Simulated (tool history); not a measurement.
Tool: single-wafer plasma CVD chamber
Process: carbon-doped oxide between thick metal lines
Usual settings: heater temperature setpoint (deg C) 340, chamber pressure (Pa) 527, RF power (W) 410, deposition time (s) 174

run   hour  heater temperature setpoint (deg C)  chamber pressure (Pa)  RF power (W)  deposition time (s)  read-back reference wafer on the same gauge, thickness_nm  mean film thickness on the monitor wafer (Å)
  1      0                                  340                    527           410                  162                                                    903.006                                       7008.51
  2     51                                  340                    527           410                  162                                                    902.884                                       7024.98
      65.5  -- RF generator calibrated
  3     66                                  340                    527           410                  162                                                    903.249                                       7025.66
  4   71.7                                  340                    527           380                  174                                                    901.437                                       7191.88
  5   83.2                                  340                    527           380                  174                                                    903.804                                       7113.35
  6   94.7                                  340                    527           380                  174                                                     903.54                                       7144.96
     102.8  -- showerhead replaced
  7  103.3                                  340                    527           410                  167                                                    903.348                                        7255.3
     110.9  -- gauge calibrated
  8  111.7                                  354                    579           375                  204                                                    902.264                                       8020.86
  9  121.2                                  354                    527           410                  158                                                    903.885                                       6551.47
     130.4  -- thermocouple changed; heater temperature recalibrated
 10  130.9                                  340                    527           410                  174                                                    903.374                                        7531.4
 11  142.3                                  333                    527           380                  174                                                    901.802                                       7305.03
     152.9  -- capacitance manometer re-zeroed and calibrated
 12  155.7                                  354                    527           410                  174                                                    902.226                                       7239.45
 13  171.3                                  340                    651           410                  174                                                    902.727                                       7758.75
 14  200.4                                  345                    527           410                  174                                                    902.961                                       7482.95

Forecast each of these 3 alternatives for the next run:
  A  200.8                                  340                    527           410                  174                                                          ?                                             ?
  B  200.8                                  340                    527           465                  190                                                          ?                                             ?
  C  200.8                                  352                    527           440                  174                                                          ?                                             ?

run  read-back reference wafer on the same gauge, thickness_nm  mean film thickness on the monitor wafer (Å)
  A                                                    905.293                                       7547.35
  B                                                    905.293                                       8986.33
  C                                                    905.293                                       7651.03
Without the tool's hidden state the same runs would have given:
run  mean film thickness on the monitor wafer (Å)
  A                                       7547.35
  B                                       8986.33
  C                                       7651.03
